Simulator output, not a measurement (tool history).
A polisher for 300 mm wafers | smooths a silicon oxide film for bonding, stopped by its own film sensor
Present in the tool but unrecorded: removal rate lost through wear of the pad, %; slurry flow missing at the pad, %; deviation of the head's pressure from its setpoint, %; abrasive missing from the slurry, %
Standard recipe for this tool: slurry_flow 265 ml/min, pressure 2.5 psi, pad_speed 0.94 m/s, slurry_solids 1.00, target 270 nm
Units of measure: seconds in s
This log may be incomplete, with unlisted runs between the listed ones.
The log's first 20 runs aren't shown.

run,day,slurry_flow,pressure,pad_speed,slurry_solids,target,wafers since the last listed run,wafers polished on this pad,hours since the slurry nozzle was cleaned,hours since the head pressure was calibrated,hours since the slurry blender was calibrated,"incoming thickness of the incoming film, nm",seconds
21,12.117,265,2.5,0.62,1.00,270,80,775,281.9,15.5,262.0,348.1,133.7
22,12.629,265,2.5,0.62,1.00,270,133,909,294.2,27.8,274.3,355.6,145.6
23,13.275,265,2.5,0.94,1.15,270,168,1078,309.7,43.3,289.8,344.5,93.5
24,13.700,265,2.5,0.94,1.00,270,111,1189,319.9,53.5,300.0,343.0,99.5
# day 14.025: worn pad replaced by a new one
25,14.188,265,2.5,0.94,1.00,270,83,42,331.6,65.2,311.7,358.3,106.6
# day 14.288: slurry blender recalibrated
26,14.796,355,2.5,0.94,1.20,270,137,179,346.2,79.8,12.2,347.5,86.1
27,15.250,265,2.5,0.94,1.00,270,118,298,357.1,90.7,23.1,346.3,98.0
28,15.654,305,3.2,0.94,1.00,262,105,403,366.8,100.4,32.8,343.1,81.9
29,16.179,225,2.9,0.94,0.70,295,137,541,379.4,113.0,45.4,350.7,80.5
30,16.729,225,2.5,0.94,1.00,270,143,684,392.6,126.2,58.6,354.1,115.2
31,17.133,265,2.5,0.94,0.90,270,105,790,402.3,135.9,68.3,351.0,113.4

3 ways to go on from here, each from the tool as it stands after run 31. What would each give?
A,17.150,175,2.5,0.94,1.00,270,4,794,402.7,136.3,68.7,344.7,?
B,17.150,265,1.6,0.94,1.10,270,4,794,402.7,136.3,68.7,344.7,?
C,17.150,265,2.5,0.94,1.20,288,4,794,402.7,136.3,68.7,344.7,?

run,seconds
A,105.4
B,146.1
C,70.3
Stripped of hidden state, with their random variation kept, the same runs would have yielded:
run,seconds
A,93.1
B,129.1
C,62.1
